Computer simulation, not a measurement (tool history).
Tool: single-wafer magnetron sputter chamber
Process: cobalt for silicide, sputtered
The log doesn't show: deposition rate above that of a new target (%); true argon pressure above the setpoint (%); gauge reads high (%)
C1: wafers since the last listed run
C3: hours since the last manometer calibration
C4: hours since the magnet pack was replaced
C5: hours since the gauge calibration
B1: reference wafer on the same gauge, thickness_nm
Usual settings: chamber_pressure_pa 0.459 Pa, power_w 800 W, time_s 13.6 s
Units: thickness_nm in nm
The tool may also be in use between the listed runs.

Run 1, day 0.000: usual settings; C1 0; wafers on the sputter target 3630; C3 1001.6; C4 4210.0; C5 26.9; B1 5.061. Result: thickness_nm 5.169 nm.
At day 1.067: sputter target and shields replaced.
Run 2, day 1.496: usual settings; C1 765; wafers on the sputter target 282; C3 1037.5; C4 4245.9; C5 62.8; B1 5.062. Result: thickness_nm 5.295 nm.
Run 3, day 4.646: usual settings; C1 2073; wafers on the sputter target 2356; C3 1113.1; C4 4321.5; C5 138.4; B1 5.059. Result: thickness_nm 5.258 nm.
Run 4, day 5.275: usual settings; C1 414; wafers on the sputter target 2770; C3 1128.2; C4 4336.6; C5 153.5; B1 5.061. Result: thickness_nm 5.219 nm.
Run 5, day 6.333: usual settings; C1 696; wafers on the sputter target 3467; C3 1153.6; C4 4362.0; C5 178.9; B1 5.060. Result: thickness_nm 5.220 nm.
At day 7.112: sputter target and shields replaced.
Run 6, day 7.133: usual settings; C1 307; wafers on the sputter target 13; C3 1172.8; C4 4381.2; C5 198.1; B1 5.060. Result: thickness_nm 5.313 nm.
Run 7, day 8.183: usual settings but power_w 850 W, time_s 11.9 s; C1 691; wafers on the sputter target 704; C3 1198.0; C4 4406.4; C5 223.3; B1 5.062. Result: thickness_nm 4.885 nm.
Run 8, day 9.650: usual settings but power_w 850 W, time_s 11.9 s; C1 965; wafers on the sputter target 1670; C3 1233.2; C4 4441.6; C5 258.5; B1 5.058. Result: thickness_nm 4.850 nm.
Run 9, day 11.008: usual settings but power_w 850 W, time_s 11.9 s; C1 894; wafers on the sputter target 2564; C3 1265.8; C4 4474.2; C5 291.1; B1 5.058. Result: thickness_nm 4.852 nm.
Run 10, day 11.717: usual settings but chamber_pressure_pa 0.562 Pa; C1 466; wafers on the sputter target 3030; C3 1282.8; C4 4491.2; C5 308.1; B1 5.063. Result: thickness_nm 5.050 nm.
Run 11, day 12.304: usual settings but chamber_pressure_pa 0.562 Pa; C1 386; wafers on the sputter target 3417; C3 1296.9; C4 4505.3; C5 322.2; B1 5.061. Result: thickness_nm 5.056 nm.
Run 12, day 13.262: usual settings but chamber_pressure_pa 0.562 Pa; C1 630; wafers on the sputter target 4048; C3 1319.9; C4 4528.3; C5 345.2; B1 5.063. Result: thickness_nm 5.035 nm.
At day 13.712: sputter target and shields replaced.
Run 13, day 14.792: usual settings; C1 787; wafers on the sputter target 710; C3 1356.6; C4 4565.0; C5 381.9; B1 5.058. Result: thickness_nm 5.314 nm.
Run 14, day 15.842: usual settings but power_w 650 W, time_s 16.2 s; C1 691; wafers on the sputter target 1401; C3 1381.8; C4 4590.2; C5 407.1; B1 5.057. Result: thickness_nm 5.352 nm.
At day 17.104: gauge calibrated.
Run 15, day 17.933: usual settings; C1 1377; wafers on the sputter target 2778; C3 1432.0; C4 4640.4; C5 19.9; B1 5.063. Result: thickness_nm 5.265 nm.
Run 16, day 18.788: usual settings; C1 562; wafers on the sputter target 3341; C3 1452.5; C4 4660.9; C5 40.4; B1 5.060. Result: thickness_nm 5.223 nm.
At day 19.483: sputter target and shields replaced.
Run 17, day 19.829: usual settings but chamber_pressure_pa 0.538 Pa, power_w 900 W, time_s 14.9 s; C1 466; wafers on the sputter target 226; C3 1477.5; C4 4685.9; C5 65.4; B1 5.055. Result: thickness_nm 6.322 nm.
At day 20.808: magnet pack replaced.
At day 21.288: capacitance manometer re-zeroed and calibrated.
Run 18, day 21.308: usual settings but power_w 900 W; C1 534; wafers on the sputter target 761; C3 0.5; C4 12.0; C5 100.9; B1 5.064. Result: thickness_nm 5.659 nm.
Run 19, day 22.504: usual settings but time_s 14.6 s; C1 787; wafers on the sputter target 1549; C3 29.2; C4 40.7; C5 129.6; B1 5.068. Result: thickness_nm 5.493 nm.
Run 20, day 23.900: usual settings; C1 919; wafers on the sputter target 2468; C3 62.7; C4 74.2; C5 163.1; B1 5.064. Result: thickness_nm 5.076 nm.
Run 21, day 24.842: usual settings; C1 619; wafers on the sputter target 3088; C3 85.3; C4 96.8; C5 185.7; B1 5.060. Result: thickness_nm 5.030 nm.
At day 25.767: sputter target and shields replaced.
Run 22, day 25.788: usual settings; C1 403; wafers on the sputter target 13; C3 108.0; C4 119.5; C5 208.4; B1 5.059. Result: thickness_nm 5.172 nm.
Run 23, day 27.012: usual settings but power_w 950 W; C1 806; wafers on the sputter target 820; C3 137.4; C4 148.9; C5 237.8; B1 5.058. Result: thickness_nm 5.960 nm.
Run 24, day 27.775: usual settings but chamber_pressure_pa 0.329 Pa; C1 502; wafers on the sputter target 1322; C3 155.7; C4 167.2; C5 256.1; B1 5.065. Result: thickness_nm 5.404 nm.
Run 25, day 30.846: usual settings but chamber_pressure_pa 0.615 Pa; C1 2021; wafers on the sputter target 3344; C3 229.4; C4 240.9; C5 329.8; B1 5.055. Result: thickness_nm 4.809 nm.
At day 31.296: sputter target and shields replaced.
Run 26, day 31.717: usual settings but chamber_pressure_pa 0.339 Pa, power_w 650 W, time_s 15.3 s; C1 353; wafers on the sputter target 276; C3 250.3; C4 261.8; C5 350.7; B1 5.063. Result: thickness_nm 5.125 nm.

Forecast each of these 3 alternatives for the next run:
Run A, day 31.733: usual settings but chamber_pressure_pa 0.405 Pa; C1 10; wafers on the sputter target 287; C3 250.7; C4 262.2; C5 351.1; B1 ?. Result: thickness_nm ?.
Run B, day 31.733: usual settings but chamber_pressure_pa 0.326 Pa, time_s 12.7 s; C1 10; wafers on the sputter target 287; C3 250.7; C4 262.2; C5 351.1; B1 ?. Result: thickness_nm ?.
Run C, day 31.733: usual settings but chamber_pressure_pa 0.624 Pa, power_w 850 W, time_s 12.1 s; C1 10; wafers on the sputter target 287; C3 250.7; C4 262.2; C5 351.1; B1 ?. Result: thickness_nm ?.

run     B1  thickness_nm
  A  5.056         5.264
  B  5.056         5.057
  C  5.056         4.559
Without the tool's hidden state the same runs would have given:
run  thickness_nm
  A         5.284
  B         5.076
  C         4.581

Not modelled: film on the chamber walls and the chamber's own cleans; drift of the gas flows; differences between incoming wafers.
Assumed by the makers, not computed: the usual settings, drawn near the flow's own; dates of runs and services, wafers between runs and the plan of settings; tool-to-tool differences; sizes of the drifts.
